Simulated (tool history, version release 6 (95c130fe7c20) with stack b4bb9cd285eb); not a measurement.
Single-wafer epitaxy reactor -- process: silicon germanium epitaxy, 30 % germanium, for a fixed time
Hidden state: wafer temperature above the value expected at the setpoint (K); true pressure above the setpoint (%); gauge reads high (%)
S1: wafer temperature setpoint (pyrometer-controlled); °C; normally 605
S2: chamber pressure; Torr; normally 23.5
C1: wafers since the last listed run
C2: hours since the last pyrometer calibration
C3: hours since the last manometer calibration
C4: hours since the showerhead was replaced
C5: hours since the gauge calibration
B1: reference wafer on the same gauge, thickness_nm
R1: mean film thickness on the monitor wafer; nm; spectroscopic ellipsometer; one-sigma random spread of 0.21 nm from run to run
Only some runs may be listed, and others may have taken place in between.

run     day   S1    S2    C1      C2      C3      C4     C5      B1      R1
  1       0  605  26.4     0  1146.9   832.1  6963.5  464.2    61.9  71.682
  2     1.1  612  26.6   571  1173.3   858.5  6989.9  490.6    61.9  82.767
  3    2.25  612  26.6   597  1200.9   886.1  7017.5  518.2  61.875  82.681
  4   4.946  612  26.6  1401  1265.6   950.8  7082.2  582.9  61.915  82.908
  5   5.525  596  23.5   301  1279.5   964.7  7096.1  596.8  61.888  57.315
  6    6.45  596  23.5   480  1301.7   986.9  7118.3    619  61.918  57.366
  7   6.958  605  23.5   264  1313.9   999.1  7130.5  631.2  61.891  69.616
  8   7.492  605  23.5   277  1326.7  1011.9  7143.3    644  61.852  68.976
  9   8.188  605  23.5   361  1343.4  1028.6    7160  660.7  61.892  68.635
 10   8.854  605  21.7   346  1359.4  1044.6    7176  676.7  61.904  67.867
 11   9.988  605  23.5   589  1386.6  1071.8  7203.2  703.9  61.886  69.157
 12    10.9  605  23.5   474  1408.5  1093.7  7225.1  725.8  61.933  69.343
 13  11.975  614  23.5   558  1434.3  1119.5  7250.9  751.6  61.907  83.124
 14  12.967  614  23.5   515  1458.1  1143.3  7274.7  775.4  61.907  83.244
 15  14.254  605  23.5   669    1489  1174.2  7305.6  806.3    61.9  69.089
 16  15.392  605  23.5   591  1516.3  1201.5  7332.9  833.6  61.906  68.946
     16.221  -- pyrometer calibrated
 17  16.342  594    22   320     2.9  1224.3  7355.7  856.4  61.882  53.968
     18.054  -- gauge calibrated
 18  19.833  605    29  1815    86.7  1308.1  7439.5   42.7  61.902  73.468
 19  20.367  605    29   277    99.5  1320.9  7452.3   55.5  61.943  73.644
 20  21.579  612  25.8   630   128.6    1350  7481.4   84.6  61.901  82.235
 21  22.542  593  26.2   500   151.7  1373.1  7504.5  107.7  61.881  55.498
 22  23.858  605  23.5   684   183.3  1404.7  7536.1  139.3  61.903   69.06
 23  25.208  619  27.5   701   215.7  1437.1  7568.5  171.7   61.89  96.454
     25.662  -- showerhead replaced
 24  26.296  612  26.6   392   241.8  1463.2    15.2  197.8  61.877  82.847
     28.404  -- capacitance manometer re-zeroed and calibrated
 25  30.288  600  27.7  1901   337.6    45.2     111  293.6  61.888  65.335
 26  31.679  605  23.5   723     371    78.6   144.4    327  61.877  69.081
 27  32.883  597  20.2   625   399.9   107.5   173.3  355.9  61.858  56.148
 28  34.212  596  21.2   690   431.8   139.4   205.2  387.8  61.889  55.452
 29  35.446  611  27.3   641   461.4     169   234.8  417.4  61.929  81.678
 30  36.383  605  23.5   487   483.9   191.5   257.3  439.9  61.923   69.18
 31  37.171  619  27.6   409   502.8   210.4   276.2  458.8  61.902  96.126
 32  37.846  594  19.3   350     519   226.6   292.4    475   61.94   51.76
 33  38.688  605  18.1   437   539.2   246.8   312.6  495.2  61.907  64.205

Across each entry between runs, compare the hidden state at the last listed run before it with the hidden state at the first listed run after it:
From run 16 to run 17: pyrometer calibrated (day 16.221)
  the hidden state is the same at both runs
From run 17 to run 18: gauge calibrated (day 18.054)
  the hidden state is the same at both runs
From run 23 to run 24: showerhead replaced (day 25.662)
  the hidden state is the same at both runs
From run 24 to run 25: capacitance manometer re-zeroed and calibrated (day 28.404)
  the hidden state is the same at both runs
